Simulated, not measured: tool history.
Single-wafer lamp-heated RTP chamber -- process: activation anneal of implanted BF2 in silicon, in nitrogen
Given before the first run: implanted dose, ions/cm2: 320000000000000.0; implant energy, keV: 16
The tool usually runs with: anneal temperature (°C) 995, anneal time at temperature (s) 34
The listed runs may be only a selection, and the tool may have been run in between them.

| run | day | anneal temperature (°C) | anneal time at temperature (s) | read-back reference wafer on the same gauge, sheet resistance | sheet resistance of the implanted and annealed layer (ohm/square) |
|---|---|---|---|---|---|
| 1 | 0 | 988 | 34 | 458.84 | 387.71 |
| 2 | 0.508 | 988 | 34 | 459.06 | 388.07 |
| 3 | 1.742 | 995 | 34 | 459.15 | 385.97 |
| 4 | 2.888 | 995 | 41 | 459.16 | 382.86 |
| 5 | 4.342 | 995 | 41 | 458.81 | 381.44 |
| 6 | 5.817 | 995 | 41 | 458.99 | 383.39 |
| 7 | 9.892 | 995 | 34 | 458.73 | 384.11 |
| 8 | 10.692 | 995 | 34 | 458.82 | 384.4 |
|  | 11.704 | pyrometer window cleaned and pyrometer calibrated |
| 9 | 11.725 | 995 | 34 | 458.93 | 388.97 |
| 10 | 12.429 | 995 | 47 | 458.91 | 384.94 |
|  | 13.046 | gauge calibrated |
|  | 13.129 | reflector plate cleaned |
| 11 | 13.504 | 995 | 47 | 459.03 | 382.44 |
| 12 | 14.783 | 995 | 47 | 459 | 381.79 |
| 13 | 15.462 | 995 | 34 | 459.05 | 386.22 |
| 14 | 16.2 | 1004 | 39 | 459.14 | 382.98 |
| 15 | 16.746 | 1008 | 47 | 458.97 | 377.2 |
| 16 | 18.012 | 1012 | 34 | 459.1 | 379.85 |
| 17 | 18.838 | 984 | 26 | 458.99 | 389.72 |
| 18 | 19.725 | 1004 | 39 | 459.1 | 380.93 |
| 19 | 20.254 | 1021 | 26 | 458.99 | 381.97 |
| 20 | 21.346 | 995 | 34 | 458.73 | 384.22 |
| 21 | 22.158 | 974 | 21 | 458.99 | 396.58 |
| 22 | 23.379 | 987 | 52 | 458.75 | 382.28 |
| 23 | 24.608 | 995 | 34 | 458.83 | 384.85 |
|  | 25.075 | pyrometer window cleaned and pyrometer calibrated |
| 24 | 25.629 | 1006 | 34 | 458.96 | 384.6 |
| 25 | 26.592 | 970 | 48 | 458.76 | 395.97 |

4 ways to go on from here, each from the tool as it stands after run 25. What would each give?
| A | 26.608 | 976 | 34 | ? | ? |
| B | 26.608 | 965 | 47 | ? | ? |
| C | 26.608 | 1015 | 48 | ? | ? |
| D | 26.608 | 968 | 19 | ? | ? |

| run | read-back reference wafer on the same gauge, sheet resistance | sheet resistance of the implanted and annealed layer (ohm/square) |
|---|---|---|
| A | 459.09 | 394.42 |
| B | 459.09 | 399.77 |
| C | 459.09 | 376.32 |
| D | 459.09 | 408.02 |
The same runs, with their run-to-run variation unchanged, on a tool lacking any hidden condition would have given:
| run | sheet resistance of the implanted and annealed layer (ohm/square) |
|---|---|
| A | 397.78 |
| B | 404.86 |
| C | 377.65 |
| D | 413.84 |
